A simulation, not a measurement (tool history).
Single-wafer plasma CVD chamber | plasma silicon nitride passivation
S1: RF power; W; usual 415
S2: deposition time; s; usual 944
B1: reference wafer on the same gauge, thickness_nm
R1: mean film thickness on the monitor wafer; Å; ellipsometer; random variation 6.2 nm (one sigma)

run	hour	S1	S2	B1	R1
1	0	395	944	1319.922	13543.72
2	32.8	395	944	1318.507	13623.5
# hour 47.3: gauge calibrated
3	83.5	395	944	1318.94	13487.72
4	140.3	415	944	1318.936	13640.03
5	189.2	415	944	1319.165	13716.07
6	237.7	415	944	1320.46	13698.77
7	293.9	415	944	1318.517	13591.72
8	320.8	415	944	1319.16	13532.38
9	378.7	415	944	1320.284	13603.53
10	427.3	415	944	1319.528	13556.31
11	498.1	415	803	1320.77	11554.65
12	556.9	415	803	1320.85	11467.32
13	610.5	450	944	1321.718	13894.19
14	664.4	450	944	1319.638	13865.5
15	734.8	450	944	1320.461	13873.71
16	803.2	415	944	1319.329	13553.12
17	859.2	415	944	1320.499	13648.01
18	906.6	415	944	1318.58	13526.36
19	967.5	415	872	1320.477	12542.32
20	1010.1	415	997	1319.571	14277.84
21	1068.4	380	786	1320.589	10984.13
22	1109.3	415	944	1319.596	13558.34
23	1159.6	495	893	1320.763	13437.54
# hour 1193.4: showerhead replaced
24	1193.9	475	1020	1319.445	15304.35
25	1213.3	415	944	1318.818	13483.39
26	1253.6	415	944	1319.685	13595.29
27	1310.4	340	791	1320.254	10728.22
# hour 1342.5: RF generator calibrated
28	1357.2	415	944	1320.588	13846.46
29	1406.6	415	944	1318.316	13804.35

Run 30 comes next. What will it give?
# hour 1435.2: gauge calibrated
30	1453.5	460	895	?	?

B1: 1319.566
R1: 13468.16 Å
Without the tool's hidden state the same run would have given R1 13548.17 Å.
